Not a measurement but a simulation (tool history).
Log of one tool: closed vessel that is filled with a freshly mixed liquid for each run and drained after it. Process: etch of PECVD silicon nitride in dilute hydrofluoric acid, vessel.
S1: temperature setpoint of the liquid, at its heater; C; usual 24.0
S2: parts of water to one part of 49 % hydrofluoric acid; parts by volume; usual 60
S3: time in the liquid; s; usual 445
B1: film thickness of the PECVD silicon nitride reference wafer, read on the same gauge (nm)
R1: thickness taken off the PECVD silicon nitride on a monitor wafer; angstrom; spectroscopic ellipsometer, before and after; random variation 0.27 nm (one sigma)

run	day	S1	S2	S3	B1	R1
1	0.000	24.0	60	445	150.00	445.8
2	1.879	24.0	60	445	150.03	443.4
3	3.883	24.0	60	445	150.03	449.0
4	5.958	24.0	60	445	150.02	449.2
5	11.879	24.0	60	445	150.01	450.1
6	14.704	24.0	60	355	150.00	364.3
7	17.517	24.0	60	355	150.02	363.3
8	19.888	24.0	60	355	150.01	364.9
9	22.879	24.0	60	445	149.99	461.6
10	25.808	24.0	60	445	149.99	465.5
# day 28.192: hydrofluoric acid flow meter replaced
11	28.204	25.0	60	445	150.01	493.1
12	31.142	21.0	45	445	149.99	505.7
13	32.154	24.0	60	445	150.03	467.9
14	33.612	20.5	50	310	150.00	307.7
15	35.254	24.0	60	445	149.96	461.2
# day 35.808: thermometer replaced
# day 36.850: gauge calibrated
16	37.346	24.0	60	445	149.99	422.0
17	40.050	27.0	40	615	149.99	1063.0
18	41.262	26.0	45	445	150.00	641.1
19	42.271	28.0	80	555	150.00	512.7
20	43.512	28.0	60	625	149.99	776.8
21	50.067	24.0	50	445	149.99	515.6
22	51.654	24.0	60	445	149.99	432.3

What the log doesn't show, run by run:
hydrofluoric acid flow above the setpoint (%): 0 in every run
gauge reads high (%): 0 in every run
H1: liquid hotter than its thermometer reads (K)
run	H1
1	0.875
2	0.913
3	0.952
4	0.994
5	1.11
6	1.17
7	1.22
8	1.27
9	1.33
10	1.39
11	1.44
12	1.49
13	1.51
14	1.54
15	1.58
16	0.132
17	0.186
18	0.21
19	0.23
20	0.255
21	0.385
22	0.416

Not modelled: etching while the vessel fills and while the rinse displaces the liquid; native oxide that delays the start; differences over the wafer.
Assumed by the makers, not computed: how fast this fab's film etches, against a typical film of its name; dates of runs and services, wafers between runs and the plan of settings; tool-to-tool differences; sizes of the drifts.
